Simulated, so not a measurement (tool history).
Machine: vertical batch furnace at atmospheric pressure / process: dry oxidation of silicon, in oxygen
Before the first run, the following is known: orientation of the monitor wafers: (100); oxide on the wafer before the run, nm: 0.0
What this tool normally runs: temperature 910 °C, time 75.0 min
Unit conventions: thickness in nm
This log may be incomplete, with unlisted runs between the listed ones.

run   hour  temperature   time  read-back reference wafer on the same gauge, thickness  thickness
  1    0.0          910   59.0                                                   21.08      18.61
  2   11.5          895   63.5                                                   21.09      16.86
  3   23.4          910  100.0                                                   21.08      26.48
  4   39.6          910   75.0                                                   21.11      21.86
  5   50.4          910   91.0                                                   21.11      24.92
  6   61.1          929  103.5                                                   21.10      32.97
  7   71.1          929  103.5                                                   21.09      32.93
     133.9  -- boat lift adjusted
  8  134.4          929  103.5                                                   21.09      32.93
  9  139.5          910   75.0                                                   21.10      21.92
 10  157.4          910   75.0                                                   21.08      21.94
 11  177.2          910  101.0                                                   21.11      26.76
 12  186.3          910   75.0                                                   21.09      21.95
 13  206.4          910   61.5                                                   21.09      19.30
     234.7  -- thermocouples replaced and temperature profile calibrated
 14  235.2          910   61.5                                                   21.12      18.46
 15  240.5          928   94.5                                                   21.10      29.39
     249.8  -- gauge calibrated
 16  254.4          931   75.0                                                   21.10      25.89
 17  264.8          910   75.0                                                   21.11      21.01
 18  281.6          910   91.0                                                   21.10      23.94
 19  296.0          923   88.0                                                   21.09      26.71
 20  307.5          923  108.0                                                   21.10      30.66
 21  315.0          901   60.0                                                   21.09      16.61
 22  326.5          920   87.0                                                   21.10      25.71
 23  336.1          910   75.0                                                   21.10      21.04
 24  356.4          910   75.0                                                   21.10      21.07
 25  369.9          899   75.0                                                   21.12      18.93
 26  383.0          910   91.5                                                   21.09      24.06
 27  392.9          904  107.5                                                   21.12      25.15
 28  413.5          893   56.5                                                   21.10      14.74
 29  431.2          902   49.5                                                   21.09      14.79

Below are 3 alternative next runs, each starting from the tool's condition after run 29. Predict each:
  A  436.3          892  75.0                                                       ?          ?
  B  436.3          910  89.0                                                       ?          ?
  C  436.3          901  75.0                                                       ?          ?

run  read-back reference wafer on the same gauge, thickness  thickness
  A                                                   21.11      17.56
  B                                                   21.11      23.60
  C                                                   21.11      19.25
With no hidden state in the tool, these same runs would have given:
run  thickness
  A      17.46
  B      23.47
  C      19.14
